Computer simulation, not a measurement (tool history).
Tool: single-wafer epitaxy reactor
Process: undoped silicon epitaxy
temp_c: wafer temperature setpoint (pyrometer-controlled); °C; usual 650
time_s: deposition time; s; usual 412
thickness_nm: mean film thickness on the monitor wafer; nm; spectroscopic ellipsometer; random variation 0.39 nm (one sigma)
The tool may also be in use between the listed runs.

| run | hour | temp_c | time_s | wafers since the last listed run | hours since the last pyrometer calibration | hours since the gauge calibration | read-back reference wafer on the same gauge, thickness_nm | thickness_nm |
|---|---|---|---|---|---|---|---|---|
| 1 | 0.0 | 650 | 412 | 0 | 2474.8 | 184.9 | 58.629 | 77.245 |
| 2 | 19.3 | 650 | 412 | 91 | 2494.1 | 204.2 | 58.577 | 77.045 |
| 3 | 63.8 | 653 | 412 | 210 | 2538.6 | 248.7 | 58.576 | 83.480 |
| 4 | 86.0 | 653 | 412 | 104 | 2560.8 | 270.9 | 58.691 | 83.470 |
| 5 | 109.8 | 650 | 412 | 112 | 2584.6 | 294.7 | 58.547 | 78.923 |
| 6 | 124.0 | 650 | 412 | 67 | 2598.8 | 308.9 | 58.564 | 78.001 |
| 7 | 150.4 | 650 | 412 | 124 | 2625.2 | 335.3 | 58.604 | 77.439 |
| 8 | 183.0 | 650 | 412 | 153 | 2657.8 | 367.9 | 58.598 | 78.113 |
| 9 | 206.9 | 650 | 412 | 112 | 2681.7 | 391.8 | 58.647 | 78.750 |
| 10 | 232.5 | 646 | 412 | 120 | 2707.3 | 417.4 | 58.588 | 72.288 |
| 11 | 261.1 | 646 | 412 | 135 | 2735.9 | 446.0 | 58.509 | 71.986 |
| 12 | 286.6 | 646 | 412 | 120 | 2761.4 | 471.5 | 58.645 | 72.468 |
| 13 | 319.1 | 650 | 432 | 153 | 2793.9 | 504.0 | 58.641 | 83.446 |
| 14 | 333.7 | 650 | 432 | 68 | 2808.5 | 518.6 | 58.602 | 83.417 |
| 15 | 349.0 | 650 | 432 | 72 | 2823.8 | 533.9 | 58.639 | 82.939 |
|  | 366.8 | pyrometer calibrated |
| 16 | 367.3 | 650 | 412 | 48 | 0.5 | 552.2 | 58.599 | 68.198 |
| 17 | 390.2 | 650 | 412 | 108 | 23.4 | 575.1 | 58.633 | 69.033 |
| 18 | 404.5 | 650 | 412 | 67 | 37.7 | 589.4 | 58.556 | 69.257 |
|  | 418.3 | gauge calibrated |
| 19 | 428.4 | 650 | 448 | 112 | 61.6 | 10.1 | 58.649 | 74.531 |
| 20 | 443.8 | 650 | 448 | 72 | 77.0 | 25.5 | 58.667 | 74.480 |
| 21 | 469.8 | 650 | 412 | 122 | 103.0 | 51.5 | 58.569 | 68.929 |
| 22 | 496.3 | 650 | 412 | 125 | 129.5 | 78.0 | 58.603 | 69.086 |
| 23 | 519.2 | 650 | 412 | 108 | 152.4 | 100.9 | 58.614 | 68.487 |
| 24 | 536.7 | 650 | 412 | 82 | 169.9 | 118.4 | 58.581 | 69.063 |
| 25 | 566.9 | 665 | 346 | 142 | 200.1 | 148.6 | 58.601 | 82.987 |
| 26 | 602.5 | 663 | 412 | 168 | 235.7 | 184.2 | 58.584 | 94.767 |
| 27 | 633.1 | 650 | 356 | 144 | 266.3 | 214.8 | 58.622 | 59.658 |
| 28 | 646.7 | 650 | 412 | 64 | 279.9 | 228.4 | 58.597 | 68.638 |
| 29 | 663.0 | 655 | 358 | 76 | 296.2 | 244.7 | 58.588 | 68.105 |
| 30 | 686.5 | 650 | 453 | 110 | 319.7 | 268.2 | 58.630 | 75.754 |
| 31 | 717.3 | 650 | 412 | 145 | 350.5 | 299.0 | 58.616 | 68.743 |
| 32 | 743.3 | 650 | 412 | 122 | 376.5 | 325.0 | 58.648 | 68.905 |
| 33 | 762.4 | 650 | 432 | 90 | 395.6 | 344.1 | 58.605 | 72.628 |
| 34 | 781.2 | 665 | 453 | 88 | 414.4 | 362.9 | 58.536 | 109.972 |
| 35 | 814.4 | 650 | 377 | 156 | 447.6 | 396.1 | 58.514 | 62.519 |
| 36 | 837.0 | 665 | 412 | 106 | 470.2 | 418.7 | 58.623 | 100.035 |
| 37 | 854.3 | 650 | 351 | 81 | 487.5 | 436.0 | 58.618 | 58.788 |
| 38 | 881.7 | 645 | 466 | 129 | 514.9 | 463.4 | 58.609 | 68.565 |
| 39 | 914.9 | 640 | 348 | 156 | 548.1 | 496.6 | 58.602 | 45.324 |
| 40 | 933.0 | 646 | 477 | 85 | 566.2 | 514.7 | 58.568 | 72.264 |
| 41 | 958.9 | 664 | 467 | 122 | 592.1 | 540.6 | 58.594 | 109.978 |
|  | 989.5 | gauge calibrated |
| 42 | 989.7 | 650 | 412 | 145 | 622.9 | 0.2 | 58.616 | 68.563 |
| 43 | 1008.3 | 656 | 339 | 87 | 641.5 | 18.8 | 58.617 | 66.325 |
| 44 | 1026.0 | 636 | 353 | 83 | 659.2 | 36.5 | 58.648 | 41.662 |
| 45 | 1050.2 | 650 | 412 | 114 | 683.4 | 60.7 | 58.602 | 69.379 |
| 46 | 1073.8 | 650 | 351 | 111 | 707.0 | 84.3 | 58.647 | 58.662 |

Some steps in thickness_nm between neighbouring runs. How much of each would the tool show without its hidden state too (settings, what came in, random variation), and how much is left for the hidden state, with any gauge scatter that isn't in both results?
The hidden state here: wafer temperature above the value expected at the setpoint (K); gauge reads high (%).
Run 2 -> 3: temp_c 650 -> 653. thickness_nm +6.435 nm: hidden state +0.958, all else +5.477.
Run 12 -> 13: temp_c 646 -> 650, time_s 412 -> 432. thickness_nm +10.978 nm: hidden state +1.629, all else +9.349.
Run 15 -> 16: time_s 432 -> 412, pyrometer calibrated. thickness_nm -14.741 nm: hidden state -11.310, all else -3.431.
Run 34 -> 35: temp_c 665 -> 650, time_s 453 -> 377. thickness_nm -47.453 nm: hidden state -0.348, all else -47.105.
Run 36 -> 37: temp_c 665 -> 650, time_s 412 -> 351. thickness_nm -41.247 nm: hidden state -0.344, all else -40.903.
Run 41 -> 42: temp_c 664 -> 650, time_s 467 -> 412, gauge calibrated. thickness_nm -41.415 nm: hidden state -0.403, all else -41.012.
